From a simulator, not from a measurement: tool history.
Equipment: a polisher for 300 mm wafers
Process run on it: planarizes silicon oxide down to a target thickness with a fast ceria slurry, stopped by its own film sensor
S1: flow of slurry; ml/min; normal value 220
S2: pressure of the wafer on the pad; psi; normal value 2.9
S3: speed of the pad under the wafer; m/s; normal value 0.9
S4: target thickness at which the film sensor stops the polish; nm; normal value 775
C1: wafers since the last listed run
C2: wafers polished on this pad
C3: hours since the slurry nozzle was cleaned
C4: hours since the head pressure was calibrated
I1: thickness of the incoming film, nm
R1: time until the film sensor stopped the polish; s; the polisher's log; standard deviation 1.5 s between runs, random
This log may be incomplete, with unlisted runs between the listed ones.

run   hour   S1   S2    S3   S4   C1    C2     C3     C4      I1     R1
  1      0  220  2.9   0.9  775    0   843  125.2  781.3  1884.8   94.6
  2   13.9  220  2.9   0.9  775  107   950  139.1  795.2  1887.6   91.9
  3   29.5  220  2.9   0.9  775  120  1071  154.7  810.8    1889   96.8
  4   45.2  220  2.5   0.9  775  120  1192  170.4  826.5  1898.4  108.4
  5   59.4  220  2.5   0.9  775  109  1301  184.6  840.7    1907  110.2
  6   90.1  220  2.9   0.9  775  236  1538  215.3  871.4  1902.3   93.8
     100.6  -- worn pad replaced by a new one, of another model than before
  7  115.1  220  2.9   0.9  775  161   112  240.3  896.4  1862.6   79.6
     126.5  -- slurry nozzle cleaned
  8    138  220  2.9   0.9  775  168   280   11.5  919.3  1873.3     84
  9  165.8  220  2.9   0.9  775  214   494   39.3  947.1  1917.3   89.3
 10  200.5  220  2.5   0.9  516  267   762     74  981.8  1859.3    117
 11  218.1  220  2.9  1.12  775  135   897   91.6  999.4  1891.8   79.5
     231.6  -- head pressure recalibrated
 12  240.6  220  3.7   0.9  775  157  1055  114.1      9    1887   76.3
 13  275.2  220  2.3   0.9  427  266  1322  148.7   43.6  1876.8  132.9
 14    291  220  2.9   0.9  775  121  1444  164.5   59.4  1895.6   92.1
     308.6  -- worn pad replaced by a new one
 15  318.2  220  3.5   0.9  775  178    73  191.7   86.6  1862.4   72.7
     335.5  -- slurry nozzle cleaned
 16  342.3  220  2.5   0.9  516  178   251    6.8  110.7  1891.6  115.2
 17  361.3  220  2.9   1.2  965  146   398   25.8  129.7  1871.9   59.5
 18  373.5  265  2.9   0.9  775   94   492     38  141.9  1888.1   83.8
 19  408.8  285  2.4   0.9  556  272   764   73.3  177.2  1906.6  116.7

Branching from run 19: 3 alternative next runs. What would each branch give?
  A  409.2  175  2.9   0.9  775   3  767  73.7  177.6  1851.3   ?
  B  409.2  220  2.9  1.04  527   3  767  73.7  177.6  1851.3   ?
  C  409.2  280  2.4   0.9  516   3  767  73.7  177.6  1851.3   ?

run     R1
  A   91.6
  B   99.2
  C  117.2
Stripped of hidden state, with their random variation kept, the same runs would have yielded:
run     R1
  A     81
  B   87.7
  C  103.6
